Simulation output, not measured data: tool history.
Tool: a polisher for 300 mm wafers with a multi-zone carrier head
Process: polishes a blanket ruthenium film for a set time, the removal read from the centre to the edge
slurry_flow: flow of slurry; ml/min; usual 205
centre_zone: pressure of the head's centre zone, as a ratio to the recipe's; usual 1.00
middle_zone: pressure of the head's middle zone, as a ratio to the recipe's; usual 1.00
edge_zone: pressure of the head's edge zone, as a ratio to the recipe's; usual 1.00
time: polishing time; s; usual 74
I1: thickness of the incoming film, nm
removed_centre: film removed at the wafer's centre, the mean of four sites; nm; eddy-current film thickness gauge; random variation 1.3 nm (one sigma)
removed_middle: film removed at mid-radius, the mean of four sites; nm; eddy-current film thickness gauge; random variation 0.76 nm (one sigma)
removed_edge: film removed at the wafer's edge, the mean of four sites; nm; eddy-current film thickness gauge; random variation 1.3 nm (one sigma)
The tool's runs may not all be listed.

Run 1, hour 0.0: usual settings; I1 380.2. Result: removed_centre 101.4 nm, removed_middle 102.6 nm, removed_edge 98.1 nm.
At hour 2.5: edge zone pressure recalibrated.
At hour 10.3: slurry nozzle cleaned.
At hour 32.8: carrier head's membrane replaced by a new one.
At hour 56.8: worn pad replaced by a new one.
Run 2, hour 64.0: usual settings; I1 374.7. Result: removed_centre 113.2 nm, removed_middle 112.8 nm, removed_edge 109.4 nm.
Run 3, hour 89.4: usual settings but slurry_flow 250 ml/min; I1 375.6. Result: removed_centre 109.1 nm, removed_middle 112.9 nm, removed_edge 107.4 nm.
Run 4, hour 121.4: usual settings; I1 377.8. Result: removed_centre 105.8 nm, removed_middle 108.0 nm, removed_edge 104.3 nm.
Run 5, hour 150.0: usual settings but middle_zone 1.07, time 60 s; I1 378.3. Result: removed_centre 83.0 nm, removed_middle 90.1 nm, removed_edge 84.2 nm.
Run 6, hour 179.6: usual settings but centre_zone 1.12, middle_zone 1.11; I1 385.3. Result: removed_centre 113.8 nm, removed_middle 115.7 nm, removed_edge 100.3 nm.
At hour 197.8: slurry nozzle cleaned.
Run 7, hour 206.2: usual settings but slurry_flow 140 ml/min, middle_zone 1.10; I1 381.7. Result: removed_centre 98.8 nm, removed_middle 109.3 nm, removed_edge 98.2 nm.
Run 8, hour 231.2: usual settings but slurry_flow 180 ml/min, centre_zone 0.95, middle_zone 0.88, edge_zone 1.09; I1 375.0. Result: removed_centre 96.0 nm, removed_middle 91.9 nm, removed_edge 101.8 nm.
Run 9, hour 266.1: usual settings but middle_zone 0.91, edge_zone 0.91, time 91 s; I1 378.6. Result: removed_centre 124.6 nm, removed_middle 117.3 nm, removed_edge 117.7 nm.
At hour 279.0: worn pad replaced by a new one.
Run 10, hour 279.5: usual settings but slurry_flow 255 ml/min, centre_zone 1.04, middle_zone 0.90, time 92 s; I1 379.6. Result: removed_centre 144.8 nm, removed_middle 129.1 nm, removed_edge 140.8 nm.
At hour 313.4: centre zone pressure recalibrated.
Run 11, hour 373.7: usual settings; I1 382.7. Result: removed_centre 101.6 nm, removed_middle 103.7 nm, removed_edge 99.0 nm.
At hour 385.4: slurry nozzle cleaned.
Run 12, hour 407.6: usual settings but middle_zone 0.93; I1 380.4. Result: removed_centre 101.8 nm, removed_middle 96.2 nm, removed_edge 98.6 nm.
Run 13, hour 428.3: usual settings but centre_zone 0.94, middle_zone 1.03, time 88 s; I1 375.9. Result: removed_centre 114.0 nm, removed_middle 123.2 nm, removed_edge 116.9 nm.
Run 14, hour 456.3: usual settings but centre_zone 0.94, middle_zone 1.03, time 88 s; I1 377.7. Result: removed_centre 111.3 nm, removed_middle 124.2 nm, removed_edge 117.6 nm.
At hour 485.6: edge zone pressure recalibrated.
At hour 492.4: worn pad replaced by a new one.
Run 15, hour 553.0: usual settings but centre_zone 0.95, edge_zone 0.96, time 99 s; I1 377.8. Result: removed_centre 132.6 nm, removed_middle 143.9 nm, removed_edge 135.8 nm.
At hour 573.6: slurry nozzle cleaned.
Run 16, hour 581.7: usual settings; I1 375.4. Result: removed_centre 105.2 nm, removed_middle 103.3 nm, removed_edge 101.1 nm.
Run 17, hour 601.9: usual settings but centre_zone 1.09, edge_zone 0.96; I1 372.9. Result: removed_centre 108.9 nm, removed_middle 103.5 nm, removed_edge 98.6 nm.
Run 18, hour 636.0: usual settings but centre_zone 1.12, middle_zone 1.09, edge_zone 1.10, time 82 s; I1 381.8. Result: removed_centre 125.0 nm, removed_middle 122.7 nm, removed_edge 116.1 nm.
Run 19, hour 663.7: usual settings; I1 387.5. Result: removed_centre 99.0 nm, removed_middle 101.6 nm, removed_edge 98.6 nm.
At hour 692.4: worn pad replaced by a new one.
Run 20, hour 692.9: usual settings but slurry_flow 165 ml/min, centre_zone 0.94, middle_zone 1.10, time 95 s; I1 379.8. Result: removed_centre 134.5 nm, removed_middle 156.3 nm, removed_edge 137.2 nm.
Run 21, hour 709.1: usual settings but middle_zone 0.96, time 63 s; I1 381.6. Result: removed_centre 95.2 nm, removed_middle 92.5 nm, removed_edge 92.2 nm.
Run 22, hour 744.5: usual settings but slurry_flow 135 ml/min, centre_zone 0.93, time 86 s; I1 382.8. Result: removed_centre 108.8 nm, removed_middle 119.2 nm, removed_edge 117.9 nm.

4 ways to go on from here, each from the tool as it stands after run 22. What would each give?
Run A, hour 744.9: usual settings; I1 382.1. Result: removed_centre ?, removed_middle ?, removed_edge ?.
Run B, hour 744.9: usual settings but slurry_flow 265 ml/min, edge_zone 0.96; I1 382.1. Result: removed_centre ?, removed_middle ?, removed_edge ?.
Run C, hour 744.9: usual settings but centre_zone 1.04, time 50 s; I1 382.1. Result: removed_centre ?, removed_middle ?, removed_edge ?.
Run D, hour 744.9: usual settings but edge_zone 0.95; I1 382.1. Result: removed_centre ?, removed_middle ?, removed_edge ?.

run  removed_centre  removed_middle  removed_edge
  A           106.6           108.8         103.9
  B           109.4           111.4         104.2
  C            74.4            73.5          70.2
  D           106.6           108.8         102.0
Without the tool's hidden state the same runs would have given:
run  removed_centre  removed_middle  removed_edge
  A           113.3           115.6         110.5
  B           116.3           118.4         110.8
  C            79.1            78.1          74.6
  D           113.3           115.6         108.4
